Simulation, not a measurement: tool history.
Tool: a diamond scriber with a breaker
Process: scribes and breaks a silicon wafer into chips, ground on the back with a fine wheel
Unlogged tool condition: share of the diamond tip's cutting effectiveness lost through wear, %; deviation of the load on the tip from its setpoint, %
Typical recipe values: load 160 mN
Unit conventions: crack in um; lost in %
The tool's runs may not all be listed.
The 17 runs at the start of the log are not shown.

run,day,load,wafers since the last listed run,hours since the diamond tip was replaced,hours since the load on the tip was calibrated,"incoming depth of the damage left on the back of the incoming wafer, um",crack,lost
18,49.079,133,168,258.5,316.8,2.65,10.29,3.43
19,52.488,196,247,340.3,398.6,3.00,14.36,6.90
20,54.288,138,130,383.5,441.8,2.83,10.96,2.76
21,56.750,179,178,442.6,500.9,1.62,13.21,3.68
22,58.450,112,123,483.4,541.7,1.88,9.19,6.87
23,61.242,181,202,550.4,608.7,2.88,13.52,5.67
# day 62.662: diamond tip replaced by a new one
24,64.175,197,206,36.3,679.1,2.34,14.62,7.82
25,68.396,129,306,137.6,780.4,2.74,10.62,2.90
26,70.642,185,162,191.5,834.3,2.62,14.57,6.52
# day 72.579: load on the tip recalibrated
27,72.779,160,148,242.8,4.8,2.68,11.64,1.86
28,75.633,119,207,311.3,73.3,2.19,8.88,7.65
29,77.696,187,149,360.8,122.8,2.34,13.52,3.93
30,80.625,204,212,431.1,193.1,2.15,14.35,6.57
# day 87.054: diamond tip replaced by a new one
31,92.321,202,842,126.4,473.8,2.66,14.70,8.44
32,95.125,113,203,193.7,541.1,2.11,9.14,6.43
33,98.025,120,210,263.3,610.7,2.99,9.68,5.89
34,100.325,160,166,318.5,665.9,2.26,12.57,2.28
35,103.946,174,262,405.4,752.8,1.96,13.61,4.31
36,105.875,206,139,451.7,799.1,1.87,15.48,11.25
# day 108.796: diamond tip replaced by a new one
37,108.817,192,207,0.5,869.7,1.61,15.04,8.39

Here are 3 independent what-if runs from the current tool condition. What would each one return?
A,108.838,160,1,1.0,870.2,2.93,?,?
B,108.838,148,1,1.0,870.2,2.93,?,?
C,108.838,175,1,1.0,870.2,2.93,?,?

run,crack,lost
A,12.73,3.27
B,11.91,2.31
C,13.72,5.39
Take away the tool's hidden state, keep each run's random variation, and the runs would have read:
run,crack,lost
A,11.22,2.21
B,10.50,2.97
C,12.09,2.45
